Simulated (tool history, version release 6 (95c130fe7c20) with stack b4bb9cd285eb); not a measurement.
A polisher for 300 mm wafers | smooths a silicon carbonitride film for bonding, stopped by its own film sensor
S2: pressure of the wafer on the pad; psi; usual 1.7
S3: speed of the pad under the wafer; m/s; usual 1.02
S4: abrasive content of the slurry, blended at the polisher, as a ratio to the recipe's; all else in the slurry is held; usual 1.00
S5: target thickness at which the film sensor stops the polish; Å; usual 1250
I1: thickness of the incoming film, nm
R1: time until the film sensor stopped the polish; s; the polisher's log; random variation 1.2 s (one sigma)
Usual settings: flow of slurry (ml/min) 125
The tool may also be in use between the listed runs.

Run 1, hour 0.0: usual settings; I1 140.2. Result: R1 75.7 s.
Run 2, hour 10.8: usual settings; I1 140.7. Result: R1 78.9 s.
At hour 22.3: worn pad replaced by a new one.
Run 3, hour 23.0: usual settings; I1 139.7. Result: R1 72.0 s.
Run 4, hour 32.3: usual settings; I1 140.0. Result: R1 74.4 s.
Run 5, hour 46.1: usual settings; I1 140.9. Result: R1 79.9 s.
Run 6, hour 53.6: usual settings; I1 140.0. Result: R1 76.4 s.
Run 7, hour 70.5: usual settings; I1 137.4. Result: R1 61.5 s.
Run 8, hour 87.8: usual settings; I1 139.8. Result: R1 72.2 s.
Run 9, hour 94.4: usual settings but S2 1.9 psi; I1 139.5. Result: R1 64.8 s.
Run 10, hour 106.5: usual settings but S2 1.9 psi; I1 140.0. Result: R1 67.1 s.
Run 11, hour 114.5: usual settings; I1 139.0. Result: R1 69.8 s.
At hour 123.6: worn pad replaced by a new one.
Run 12, hour 132.2: usual settings; I1 141.9. Result: R1 82.2 s.
Run 13, hour 142.6: usual settings but flow of slurry (ml/min) 95, S3 0.82 m/s; I1 142.6. Result: R1 106.4 s.
Run 14, hour 155.6: usual settings; I1 137.7. Result: R1 64.1 s.
Run 15, hour 164.2: usual settings but S3 0.76 m/s, S4 1.10, S5 1210 Å; I1 141.5. Result: R1 124.8 s.
Run 16, hour 182.1: usual settings but flow of slurry (ml/min) 160, S2 1.4 psi, S3 1.28 m/s, S5 1280 Å; I1 138.9. Result: R1 53.2 s.
Run 17, hour 188.2: usual settings; I1 140.0. Result: R1 74.1 s.
At hour 192.9: slurry nozzle cleaned.
Run 18, hour 196.0: usual settings but flow of slurry (ml/min) 160, S4 1.15; I1 140.3. Result: R1 68.6 s.
Run 19, hour 212.8: usual settings but flow of slurry (ml/min) 95, S3 0.82 m/s; I1 142.8. Result: R1 112.2 s.
At hour 222.0: worn pad replaced by a new one.
At hour 227.2: slurry blender recalibrated.
Run 20, hour 227.7: usual settings but flow of slurry (ml/min) 80, S3 1.24 m/s, S4 1.20; I1 139.7. Result: R1 62.0 s.
Run 21, hour 241.6: usual settings but S2 1.3 psi; I1 142.0. Result: R1 110.3 s.
Run 22, hour 251.8: usual settings but S3 0.84 m/s; I1 138.1. Result: R1 76.4 s.
At hour 259.5: head pressure recalibrated.
Run 23, hour 260.0: usual settings but S4 1.10; I1 139.6. Result: R1 69.6 s.
Run 24, hour 264.5: usual settings but S4 0.90, S5 1200 Å; I1 138.9. Result: R1 100.1 s.
Run 25, hour 275.5: usual settings but S3 1.34 m/s; I1 138.4. Result: R1 54.0 s.
Run 26, hour 284.6: usual settings; I1 140.8. Result: R1 77.3 s.
Run 27, hour 298.2: usual settings but S3 1.16 m/s; I1 140.4. Result: R1 70.4 s.
At hour 305.7: worn pad replaced by a new one.
Run 28, hour 314.3: usual settings but S4 0.90; I1 139.5. Result: R1 76.6 s.
Run 29, hour 331.6: usual settings but S2 1.2 psi, S3 1.14 m/s; I1 137.4. Result: R1 79.4 s.
Run 30, hour 339.3: usual settings but S4 0.90, S5 1200 Å; I1 136.8. Result: R1 89.2 s.
Run 31, hour 349.9: usual settings but S2 2.0 psi, S5 1270 Å; I1 141.4. Result: R1 63.0 s.

Forecast each of these 3 alternatives for the next run:
Run A, hour 350.3: usual settings but S4 1.20; I1 142.2. Result: R1 ?.
Run B, hour 350.3: usual settings but flow of slurry (ml/min) 105, S5 1270 Å; I1 142.2. Result: R1 ?.
Run C, hour 350.3: usual settings but flow of slurry (ml/min) 150, S2 1.9 psi, S4 1.10, S5 1230 Å; I1 142.2. Result: R1 ?.

run    R1
  A  77.8
  B  76.4
  C  78.7
Without the tool's hidden state the same runs would have given:
run    R1
  A  77.8
  B  76.4
  C  78.7
